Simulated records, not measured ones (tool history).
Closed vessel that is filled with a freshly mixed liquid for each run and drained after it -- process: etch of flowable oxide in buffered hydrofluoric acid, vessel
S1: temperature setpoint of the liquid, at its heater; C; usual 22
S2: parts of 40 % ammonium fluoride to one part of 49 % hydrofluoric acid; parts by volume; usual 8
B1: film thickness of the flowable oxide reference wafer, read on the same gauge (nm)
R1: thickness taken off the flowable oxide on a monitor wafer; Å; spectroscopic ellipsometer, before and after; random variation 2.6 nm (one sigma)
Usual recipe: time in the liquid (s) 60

{"run": 1, "hour": 0.0, "S1": 22, "S2": 8, "time in the liquid (s)": 60, "B1": 129.99, "R1": 4143.6}
{"run": 2, "hour": 90.2, "S1": 22, "S2": 8, "time in the liquid (s)": 60, "B1": 129.99, "R1": 4132.3}
{"run": 3, "hour": 179.1, "S1": 22, "S2": 8, "time in the liquid (s)": 60, "B1": 129.99, "R1": 4153.5}
{"run": 4, "hour": 250.0, "S1": 22, "S2": 7.5, "time in the liquid (s)": 60, "B1": 130.04, "R1": 4381.1}
{"run": 5, "hour": 390.8, "S1": 22, "S2": 8, "time in the liquid (s)": 60, "B1": 130.03, "R1": 4147.9}
{"run": 6, "hour": 481.6, "S1": 22, "S2": 8, "time in the liquid (s)": 60, "B1": 130.02, "R1": 4122.9}
{"run": 7, "hour": 589.4, "S1": 22, "S2": 8, "time in the liquid (s)": 60, "B1": 130.01, "R1": 4124.3}
{"hour": 657.6, "done": "hydrofluoric acid flow meter replaced"}
{"run": 8, "hour": 680.6, "S1": 22, "S2": 8, "time in the liquid (s)": 60, "B1": 129.97, "R1": 4380}
{"hour": 711.1, "done": "thermometer replaced"}
{"run": 9, "hour": 739.8, "S1": 20.5, "S2": 7, "time in the liquid (s)": 95, "B1": 129.99, "R1": 6951}
{"run": 10, "hour": 804.7, "S1": 17.5, "S2": 5.5, "time in the liquid (s)": 70, "B1": 130.02, "R1": 5427}
{"run": 11, "hour": 880.2, "S1": 22, "S2": 8, "time in the liquid (s)": 80, "B1": 129.98, "R1": 5568.3}
{"hour": 931.7, "done": "gauge calibrated"}
{"run": 12, "hour": 979.1, "S1": 17.5, "S2": 6.5, "time in the liquid (s)": 80, "B1": 130.02, "R1": 5325.1}
{"run": 13, "hour": 1060.2, "S1": 20.5, "S2": 8, "time in the liquid (s)": 60, "B1": 130.03, "R1": 3814.6}
{"run": 14, "hour": 1130.9, "S1": 20.5, "S2": 8, "time in the liquid (s)": 60, "B1": 129.97, "R1": 3827.8}
{"run": 15, "hour": 1211.6, "S1": 22, "S2": 7, "time in the liquid (s)": 60, "B1": 130, "R1": 4874.1}
{"run": 16, "hour": 1248.5, "S1": 22, "S2": 8, "time in the liquid (s)": 60, "B1": 130, "R1": 4215.1}
{"run": 17, "hour": 1287.4, "S1": 22, "S2": 8, "time in the liquid (s)": 60, "B1": 129.99, "R1": 4187.6}

Below are 4 alternative next runs, each starting from the tool's condition after run 17. Predict each:
{"run": "A", "hour": 1288.1, "S1": 22, "S2": 9.5, "time in the liquid (s)": 60, "B1": "?", "R1": "?"}
{"run": "B", "hour": 1288.1, "S1": 18, "S2": 10.5, "time in the liquid (s)": 45, "B1": "?", "R1": "?"}
{"run": "C", "hour": 1288.1, "S1": 18, "S2": 8, "time in the liquid (s)": 60, "B1": "?", "R1": "?"}
{"run": "D", "hour": 1288.1, "S1": 18, "S2": 8, "time in the liquid (s)": 95, "B1": "?", "R1": "?"}

run=A B1=130.02 R1=3600.5
run=B B1=130.02 R1=1982.9
run=C B1=130.02 R1=3360.6
run=D B1=130.02 R1=5321
Without the tool's hidden state the same runs would have given:
run=A R1=3537.9
run=B R1=1958.3
run=C R1=3325.2
run=D R1=5264.9

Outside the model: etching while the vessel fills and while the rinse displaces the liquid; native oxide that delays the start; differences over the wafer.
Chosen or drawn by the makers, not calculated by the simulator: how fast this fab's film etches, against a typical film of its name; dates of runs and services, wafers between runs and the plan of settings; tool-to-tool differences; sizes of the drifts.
